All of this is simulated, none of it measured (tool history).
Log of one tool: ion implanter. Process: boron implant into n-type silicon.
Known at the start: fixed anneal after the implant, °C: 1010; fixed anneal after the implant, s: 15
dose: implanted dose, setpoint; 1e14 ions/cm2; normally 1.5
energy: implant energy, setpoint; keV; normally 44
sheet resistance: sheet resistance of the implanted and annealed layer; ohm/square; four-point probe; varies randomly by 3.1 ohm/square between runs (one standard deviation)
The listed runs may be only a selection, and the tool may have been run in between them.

| run | hour | dose | energy | wafers since the last listed run | hours since the last dose calibration | hours since the extraction supply was calibrated | hours since the gauge calibration | read-back reference wafer on the same gauge, sheet resistance | sheet resistance |
|---|---|---|---|---|---|---|---|---|---|
| 1 | 0 | 1.5 | 35 | 0 | 208.1 | 6561.5 | 642.4 | 531.44 | 535.11 |
| 2 | 46.1 | 1.5 | 35 | 730 | 254.2 | 6607.6 | 688.5 | 531.75 | 537.48 |
| 3 | 150.2 | 1.5 | 35 | 1650 | 358.3 | 6711.7 | 792.6 | 532.42 | 533.6 |
| 4 | 191.3 | 1.5 | 44 | 651 | 399.4 | 6752.8 | 833.7 | 532.04 | 512.1 |
| 5 | 223.3 | 1.5 | 44 | 507 | 431.4 | 6784.8 | 865.7 | 532.15 | 519.58 |
| 6 | 324.8 | 1.5 | 44 | 1609 | 532.9 | 6886.3 | 967.2 | 532.05 | 512.13 |
| 7 | 393.3 | 1.5 | 44 | 1086 | 601.4 | 6954.8 | 1035.7 | 531.98 | 516.13 |
| 8 | 464.2 | 1.5 | 40.5 | 1124 | 672.3 | 7025.7 | 1106.6 | 532.11 | 514.1 |
| 9 | 497.1 | 1.5 | 40.5 | 521 | 705.2 | 7058.6 | 1139.5 | 532.11 | 521.49 |
| 10 | 553.3 | 1.5 | 40.5 | 891 | 761.4 | 7114.8 | 1195.7 | 532.32 | 516.16 |
| 11 | 588.2 | 1.21 | 44 | 553 | 796.3 | 7149.7 | 1230.6 | 531.77 | 594.73 |
| 12 | 643.1 | 1.21 | 44 | 870 | 851.2 | 7204.6 | 1285.5 | 532.12 | 595.56 |
| 13 | 707.7 | 1.21 | 44 | 1024 | 915.8 | 7269.2 | 1350.1 | 532.24 | 600.21 |
| 14 | 744.2 | 1.22 | 44 | 578 | 952.3 | 7305.7 | 1386.6 | 531.4 | 588.9 |
| 15 | 800.2 | 1.22 | 44 | 887 | 1008.3 | 7361.7 | 1442.6 | 531.5 | 593.14 |
| 16 | 840.1 | 1.22 | 44 | 632 | 1048.2 | 7401.6 | 1482.5 | 531.88 | 590.78 |
| 17 | 903.5 | 1.33 | 44 | 1005 | 1111.6 | 7465 | 1545.9 | 533 | 557.05 |
|  | 948.2 | Faraday cup replaced and dose calibrated |
| 18 | 962.1 | 1.33 | 44 | 802 | 13.9 | 7523.6 | 1604.5 | 531.74 | 548.06 |
|  | 991.1 | gauge calibrated |
|  | 1000.3 | extraction supply calibrated |
| 19 | 1032.4 | 1.94 | 52.5 | 987 | 84.2 | 32.1 | 41.3 | 532.02 | 404.77 |
| 20 | 1103.1 | 1.5 | 44 | 1120 | 154.9 | 102.8 | 112 | 532.13 | 495.6 |
| 21 | 1140.5 | 1.78 | 33.5 | 592 | 192.3 | 140.2 | 149.4 | 532.33 | 462.47 |
| 22 | 1243.1 | 1.5 | 44 | 1626 | 294.9 | 242.8 | 252 | 531.79 | 499.24 |
| 23 | 1269.9 | 1.17 | 31 | 424 | 321.7 | 269.6 | 278.8 | 531.9 | 634.31 |
|  | 1284.7 | Faraday cup replaced and dose calibrated, repeated, since the last time left the tool worse |
| 24 | 1319.1 | 1.5 | 44 | 653 | 34.4 | 318.8 | 328 | 531.86 | 522.8 |
| 25 | 1427.7 | 1.2 | 58 | 1721 | 143 | 427.4 | 436.6 | 531.71 | 572.31 |
| 26 | 1491.4 | 1.5 | 44 | 1009 | 206.7 | 491.1 | 500.3 | 531.42 | 518.1 |
| 27 | 1519.8 | 1.06 | 51 | 450 | 235.1 | 519.5 | 528.7 | 532.32 | 642.69 |
| 28 | 1571.9 | 1.5 | 44 | 826 | 287.2 | 571.6 | 580.8 | 532.29 | 515.12 |
| 29 | 1622.9 | 1.13 | 52.5 | 808 | 338.2 | 622.6 | 631.8 | 532.28 | 610.84 |
| 30 | 1689.6 | 1.36 | 49 | 1057 | 404.9 | 689.3 | 698.5 | 532.21 | 539.49 |
| 31 | 1748.2 | 1.23 | 44 | 929 | 463.5 | 747.9 | 757.1 | 532.17 | 593.24 |
| 32 | 1797.7 | 1.5 | 34 | 784 | 513 | 797.4 | 806.6 | 532.26 | 529.48 |
| 33 | 1829.4 | 1.32 | 58.5 | 502 | 544.7 | 829.1 | 838.3 | 533.07 | 536.79 |
| 34 | 1864.9 | 1.69 | 51.5 | 562 | 580.2 | 864.6 | 873.8 | 532.14 | 457.35 |
| 35 | 1902.1 | 1.32 | 39.5 | 589 | 617.4 | 901.8 | 911 | 532.16 | 572.07 |
| 36 | 1955.2 | 1.5 | 44 | 841 | 670.5 | 954.9 | 964.1 | 532.11 | 511.58 |

What if the next run were any one of these 4? Each begins from the tool's condition after run 36:
| A | 1955.6 | 1.5 | 44 | 6 | 670.9 | 955.3 | 964.5 | ? | ? |
| B | 1955.6 | 1.79 | 54.5 | 6 | 670.9 | 955.3 | 964.5 | ? | ? |
| C | 1955.6 | 1.5 | 36 | 6 | 670.9 | 955.3 | 964.5 | ? | ? |
| D | 1955.6 | 1.7 | 44 | 6 | 670.9 | 955.3 | 964.5 | ? | ? |

| run | read-back reference wafer on the same gauge, sheet resistance | sheet resistance |
|---|---|---|
| A | 531.66 | 510.66 |
| B | 531.66 | 434.54 |
| C | 531.66 | 527.82 |
| D | 531.66 | 466.65 |
The same runs, with their run-to-run variation unchanged, on a tool lacking any hidden condition would have given:
| run | sheet resistance |
|---|---|
| A | 519.21 |
| B | 441.79 |
| C | 536.87 |
| D | 474.55 |
